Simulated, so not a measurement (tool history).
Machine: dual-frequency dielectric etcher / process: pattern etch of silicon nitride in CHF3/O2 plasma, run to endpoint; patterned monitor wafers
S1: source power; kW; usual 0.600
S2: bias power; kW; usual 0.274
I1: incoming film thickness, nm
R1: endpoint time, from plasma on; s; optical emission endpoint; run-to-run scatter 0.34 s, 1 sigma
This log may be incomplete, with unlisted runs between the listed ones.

| run | day | S1 | S2 | I1 | R1 |
|---|---|---|---|---|---|
| 1 | 0.000 | 0.680 | 0.274 | 74.7 | 42.1 |
| 2 | 0.712 | 0.600 | 0.274 | 75.5 | 44.5 |
| 3 | 1.150 | 0.600 | 0.274 | 74.8 | 44.2 |
| 4 | 1.846 | 0.600 | 0.220 | 75.3 | 47.3 |
| 5 | 2.254 | 0.600 | 0.314 | 75.2 | 42.1 |
| 6 | 2.862 | 0.600 | 0.274 | 75.8 | 44.2 |
| 7 | 4.117 | 0.600 | 0.236 | 75.4 | 46.5 |
| 8 | 4.788 | 0.600 | 0.236 | 75.2 | 46.0 |
| 9 | 5.121 | 0.600 | 0.236 | 75.3 | 45.7 |
| 10 | 5.662 | 0.560 | 0.309 | 74.7 | 42.8 |
| 11 | 6.096 | 0.560 | 0.309 | 75.2 | 43.7 |
| 12 | 6.708 | 0.560 | 0.309 | 75.8 | 44.2 |
| 13 | 7.108 | 0.540 | 0.274 | 74.7 | 45.6 |
|  | 8.179 | wet clean of the chamber |
| 14 | 8.200 | 0.600 | 0.274 | 74.4 | 43.9 |
| 15 | 8.212 | 0.600 | 0.274 | 74.6 | 43.5 |
| 16 | 9.338 | 0.600 | 0.274 | 74.7 | 44.1 |
| 17 | 9.875 | 0.740 | 0.335 | 75.1 | 37.9 |
|  | 10.225 | source power generator calibrated |
| 18 | 10.533 | 0.600 | 0.274 | 75.2 | 44.0 |
| 19 | 11.179 | 0.520 | 0.319 | 75.2 | 44.1 |
| 20 | 11.658 | 0.740 | 0.308 | 74.8 | 39.7 |
|  | 12.775 | bias power generator calibrated |
|  | 12.950 | upper electrode replaced |
| 21 | 12.971 | 0.600 | 0.322 | 75.6 | 42.1 |
| 22 | 13.550 | 0.490 | 0.333 | 75.3 | 44.3 |
| 23 | 14.175 | 0.540 | 0.315 | 75.0 | 43.5 |
| 24 | 14.612 | 0.560 | 0.250 | 75.5 | 46.4 |
| 25 | 15.317 | 0.600 | 0.274 | 75.1 | 44.1 |
| 26 | 15.733 | 0.540 | 0.293 | 75.7 | 44.8 |
| 27 | 16.183 | 0.600 | 0.274 | 74.5 | 43.8 |
| 28 | 18.279 | 0.460 | 0.274 | 75.9 | 48.6 |
| 29 | 18.612 | 0.550 | 0.246 | 74.9 | 46.7 |
| 30 | 19.850 | 0.600 | 0.231 | 75.0 | 46.4 |
| 31 | 20.438 | 0.670 | 0.315 | 74.8 | 40.8 |
| 32 | 21.008 | 0.650 | 0.327 | 74.8 | 40.9 |

Consider 5 possible next runs. They are alternatives, not a sequence: every one starts from the tool as it was left by run 32. What does each give?
| A | 21.025 | 0.720 | 0.274 | 75.2 | ? |
| B | 21.025 | 0.600 | 0.225 | 75.2 | ? |
| C | 21.025 | 0.450 | 0.309 | 75.2 | ? |
| D | 21.025 | 0.480 | 0.315 | 75.2 | ? |
| E | 21.025 | 0.550 | 0.207 | 75.2 | ? |

| run | R1 |
|---|---|
| A | 41.1 |
| B | 46.6 |
| C | 46.8 |
| D | 45.4 |
| E | 49.2 |
With the hidden condition removed and each run's random variation left untouched, the same runs would have given:
| run | R1 |
|---|---|
| A | 41.1 |
| B | 46.6 |
| C | 46.8 |
| D | 45.4 |
| E | 49.2 |
